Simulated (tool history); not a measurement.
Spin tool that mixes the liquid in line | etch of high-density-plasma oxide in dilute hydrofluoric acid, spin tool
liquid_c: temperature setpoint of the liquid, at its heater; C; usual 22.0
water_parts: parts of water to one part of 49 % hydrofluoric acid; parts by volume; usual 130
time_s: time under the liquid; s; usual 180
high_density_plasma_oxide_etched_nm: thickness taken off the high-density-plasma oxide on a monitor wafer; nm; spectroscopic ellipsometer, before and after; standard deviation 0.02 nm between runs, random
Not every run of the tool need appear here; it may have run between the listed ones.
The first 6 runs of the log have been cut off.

run   hour  liquid_c  water_parts  time_s  wafers since the last listed run  hours since the thermometer was replaced  hours since the hydrofluoric acid flow meter was replaced  hours since the gauge calibration  read-back film thickness of the high-density-plasma oxide reference wafer, read on the same gauge (nm)  high_density_plasma_oxide_etched_nm
  7   78.3      22.0          130     180                                66                                    2399.1                                                      362.1                              495.3                                                                                                   39.99                                 6.26
  8   93.9      22.0          130     180                                87                                    2414.7                                                      377.7                              510.9                                                                                                   40.02                                 6.19
     106.2  -- gauge calibrated
  9  107.0      22.0          130     120                                73                                    2427.8                                                      390.8                                0.8                                                                                                   39.99                                 4.16
 10  119.0      22.0          130     120                                67                                    2439.8                                                      402.8                               12.8                                                                                                   39.97                                 4.16
 11  130.4      22.0          130     120                                64                                    2451.2                                                      414.2                               24.2                                                                                                   39.96                                 4.12
 12  137.7      22.0          130     205                                41                                    2458.5                                                      421.5                               31.5                                                                                                   40.01                                 7.04
 13  152.3      22.0          130     205                                82                                    2473.1                                                      436.1                               46.1                                                                                                   39.99                                 7.10
 14  163.3      22.0          130     180                                61                                    2484.1                                                      447.1                               57.1                                                                                                   40.00                                 6.22
     175.4  -- hydrofluoric acid flow meter replaced
 15  175.9      22.0          130     205                                65                                    2496.7                                                        0.5                               69.7                                                                                                   40.02                                 7.34
 16  184.5      22.0          130     255                                48                                    2505.3                                                        9.1                               78.3                                                                                                   39.99                                 9.21
 17  192.0      24.5          130     180                                42                                    2512.8                                                       16.6                               85.8                                                                                                   40.01                                 7.10

For run 18, what comes out?
 18  198.2      23.5          160      80                                34                                    2519.0                                                       22.8                               92.0                                                                                                       ?                                    ?

{"run 18": {"read-back film thickness of the high-density-plasma oxide reference wafer, read on the same gauge (nm)": 40.02, "high_density_plasma_oxide_etched_nm": 2.38}}
Without the tool's hidden state the same run would have given high_density_plasma_oxide_etched_nm 2.20 nm.
